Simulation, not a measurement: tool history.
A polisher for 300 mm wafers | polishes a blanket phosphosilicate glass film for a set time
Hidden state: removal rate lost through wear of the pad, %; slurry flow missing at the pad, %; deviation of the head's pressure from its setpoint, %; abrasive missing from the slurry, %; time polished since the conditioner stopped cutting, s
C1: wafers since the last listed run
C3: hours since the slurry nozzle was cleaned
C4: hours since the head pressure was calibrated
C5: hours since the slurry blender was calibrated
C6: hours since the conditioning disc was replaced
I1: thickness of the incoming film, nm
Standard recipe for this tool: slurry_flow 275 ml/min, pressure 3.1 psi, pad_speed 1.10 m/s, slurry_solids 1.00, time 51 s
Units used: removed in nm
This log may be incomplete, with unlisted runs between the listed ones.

run 1 day=0.000 | slurry_flow=275 pressure=3.1 pad_speed=1.10 slurry_solids=1.00 time=51 | C1=0 wafers_polished_on_this_pad=1067 C3=522.1 C4=369.7 C5=139.2 C6=346.3 | I1=3045.9 | removed=445.0
-- day=0.162 slurry blender recalibrated
run 2 day=0.804 | slurry_flow=275 pressure=3.1 pad_speed=1.10 slurry_solids=1.00 time=51 | C1=238 wafers_polished_on_this_pad=1305 C3=541.4 C4=389.0 C5=15.4 C6=365.6 | I1=3003.5 | removed=448.2
run 3 day=1.492 | slurry_flow=275 pressure=3.4 pad_speed=1.10 slurry_solids=1.00 time=51 | C1=227 wafers_polished_on_this_pad=1533 C3=557.9 C4=405.5 C5=31.9 C6=382.1 | I1=3058.4 | removed=476.0
run 4 day=2.758 | slurry_flow=275 pressure=3.1 pad_speed=1.10 slurry_solids=1.00 time=51 | C1=419 wafers_polished_on_this_pad=1953 C3=588.3 C4=435.9 C5=62.3 C6=412.5 | I1=3006.8 | removed=441.4
-- day=3.642 worn pad replaced by a new one
run 5 day=3.758 | slurry_flow=275 pressure=3.1 pad_speed=1.10 slurry_solids=1.00 time=51 | C1=276 wafers_polished_on_this_pad=38 C3=612.3 C4=459.9 C5=86.3 C6=436.5 | I1=3014.3 | removed=451.8
run 6 day=4.871 | slurry_flow=275 pressure=3.1 pad_speed=1.10 slurry_solids=1.00 time=51 | C1=368 wafers_polished_on_this_pad=406 C3=639.0 C4=486.6 C5=113.0 C6=463.2 | I1=2990.8 | removed=446.6
run 7 day=6.279 | slurry_flow=275 pressure=3.1 pad_speed=1.10 slurry_solids=1.00 time=51 | C1=466 wafers_polished_on_this_pad=873 C3=672.8 C4=520.4 C5=146.8 C6=497.0 | I1=3018.1 | removed=451.1
-- day=7.175 slurry blender recalibrated
run 8 day=7.229 | slurry_flow=275 pressure=3.1 pad_speed=1.10 slurry_solids=1.00 time=51 | C1=287 wafers_polished_on_this_pad=1160 C3=695.6 C4=543.2 C5=1.3 C6=519.8 | I1=3047.3 | removed=436.9
run 9 day=8.371 | slurry_flow=275 pressure=3.1 pad_speed=1.10 slurry_solids=1.00 time=51 | C1=378 wafers_polished_on_this_pad=1538 C3=723.0 C4=570.6 C5=28.7 C6=547.2 | I1=3040.1 | removed=441.6
-- day=9.617 slurry nozzle cleaned
-- day=9.646 worn pad replaced by a new one
run 10 day=10.058 | slurry_flow=275 pressure=3.1 pad_speed=1.10 slurry_solids=1.00 time=51 | C1=536 wafers_polished_on_this_pad=136 C3=10.6 C4=611.1 C5=69.2 C6=587.7 | I1=2997.6 | removed=444.4
-- day=10.325 conditioning disc replaced and pad reconditioned
run 11 day=10.608 | slurry_flow=275 pressure=3.1 pad_speed=1.32 slurry_solids=1.00 time=51 | C1=154 wafers_polished_on_this_pad=291 C3=23.8 C4=624.3 C5=82.4 C6=6.8 | I1=3029.5 | removed=577.2
-- day=13.779 slurry blender recalibrated
run 12 day=14.392 | slurry_flow=275 pressure=3.1 pad_speed=1.10 slurry_solids=1.00 time=65 | C1=1225 wafers_polished_on_this_pad=1517 C3=114.6 C4=715.1 C5=14.7 C6=97.6 | I1=3010.9 | removed=608.0
run 13 day=15.729 | slurry_flow=275 pressure=3.1 pad_speed=1.10 slurry_solids=1.00 time=51 | C1=443 wafers_polished_on_this_pad=1960 C3=146.7 C4=747.2 C5=46.8 C6=129.7 | I1=3007.8 | removed=463.6
-- day=16.117 worn pad replaced by a new one
run 14 day=16.625 | slurry_flow=275 pressure=3.8 pad_speed=1.10 slurry_solids=1.00 time=59 | C1=241 wafers_polished_on_this_pad=167 C3=168.2 C4=768.7 C5=68.3 C6=151.2 | I1=2955.3 | removed=651.4
run 15 day=17.304 | slurry_flow=275 pressure=3.8 pad_speed=1.10 slurry_solids=1.00 time=59 | C1=224 wafers_polished_on_this_pad=392 C3=184.5 C4=785.0 C5=84.6 C6=167.5 | I1=3045.3 | removed=638.7
run 16 day=18.300 | slurry_flow=345 pressure=3.1 pad_speed=1.40 slurry_solids=0.85 time=51 | C1=329 wafers_polished_on_this_pad=722 C3=208.4 C4=808.9 C5=108.5 C6=191.4 | I1=3032.7 | removed=513.7
run 17 day=19.000 | slurry_flow=275 pressure=3.1 pad_speed=1.10 slurry_solids=1.00 time=51 | C1=231 wafers_polished_on_this_pad=954 C3=225.2 C4=825.7 C5=125.3 C6=208.2 | I1=2988.5 | removed=458.0
-- day=19.888 slurry blender recalibrated
run 18 day=20.133 | slurry_flow=275 pressure=3.1 pad_speed=1.10 slurry_solids=1.00 time=51 | C1=347 wafers_polished_on_this_pad=1302 C3=252.4 C4=852.9 C5=5.9 C6=235.4 | I1=3005.1 | removed=453.5
run 19 day=21.238 | slurry_flow=370 pressure=3.1 pad_speed=1.10 slurry_solids=1.00 time=41 | C1=365 wafers_polished_on_this_pad=1668 C3=278.9 C4=879.4 C5=32.4 C6=261.9 | I1=2982.3 | removed=370.2
-- day=21.542 head pressure recalibrated
-- day=22.196 worn pad replaced by a new one
run 20 day=22.575 | slurry_flow=185 pressure=3.6 pad_speed=0.80 slurry_solids=1.00 time=38 | C1=360 wafers_polished_on_this_pad=126 C3=311.0 C4=24.8 C5=64.5 C6=294.0 | I1=3024.4 | removed=290.8
run 21 day=24.038 | slurry_flow=245 pressure=3.1 pad_speed=1.10 slurry_solids=1.00 time=51 | C1=484 wafers_polished_on_this_pad=610 C3=346.1 C4=59.9 C5=99.6 C6=329.1 | I1=2994.9 | removed=446.3
-- day=25.138 slurry blender recalibrated
run 22 day=25.158 | slurry_flow=275 pressure=3.1 pad_speed=1.10 slurry_solids=1.00 time=51 | C1=343 wafers_polished_on_this_pad=954 C3=373.0 C4=86.8 C5=0.5 C6=356.0 | I1=3007.9 | removed=440.6
run 23 day=26.150 | slurry_flow=325 pressure=3.8 pad_speed=1.10 slurry_solids=0.90 time=34 | C1=328 wafers_polished_on_this_pad=1283 C3=396.8 C4=110.6 C5=24.3 C6=379.8 | I1=2959.1 | removed=334.8
run 24 day=26.838 | slurry_flow=250 pressure=3.9 pad_speed=1.10 slurry_solids=1.10 time=58 | C1=227 wafers_polished_on_this_pad=1510 C3=413.3 C4=127.1 C5=40.8 C6=396.3 | I1=3006.0 | removed=633.3
run 25 day=28.079 | slurry_flow=235 pressure=3.1 pad_speed=1.10 slurry_solids=1.00 time=63 | C1=411 wafers_polished_on_this_pad=1922 C3=443.1 C4=156.9 C5=70.6 C6=426.1 | I1=2992.6 | removed=540.9

Forecast each of these 4 alternatives for the next run:
run A day=28.096 | slurry_flow=275 pressure=3.1 pad_speed=1.10 slurry_solids=1.00 time=51 | C1=5 wafers_polished_on_this_pad=1927 C3=443.5 C4=157.3 C5=71.0 C6=426.5 | I1=2934.7 | removed=?
run B day=28.096 | slurry_flow=275 pressure=3.4 pad_speed=1.10 slurry_solids=1.00 time=59 | C1=5 wafers_polished_on_this_pad=1927 C3=443.5 C4=157.3 C5=71.0 C6=426.5 | I1=2934.7 | removed=?
run C day=28.096 | slurry_flow=195 pressure=3.7 pad_speed=1.10 slurry_solids=1.10 time=45 | C1=5 wafers_polished_on_this_pad=1927 C3=443.5 C4=157.3 C5=71.0 C6=426.5 | I1=2934.7 | removed=?
run D day=28.096 | slurry_flow=275 pressure=3.5 pad_speed=0.92 slurry_solids=1.00 time=51 | C1=5 wafers_polished_on_this_pad=1927 C3=443.5 C4=157.3 C5=71.0 C6=426.5 | I1=2934.7 | removed=?

run=A removed=448.3
run=B removed=561.7
run=C removed=466.7
run=D removed=440.0
With no hidden state in the tool, these same runs would have given:
run=A removed=512.1
run=B removed=648.1
run=C removed=543.7
run=D removed=499.5
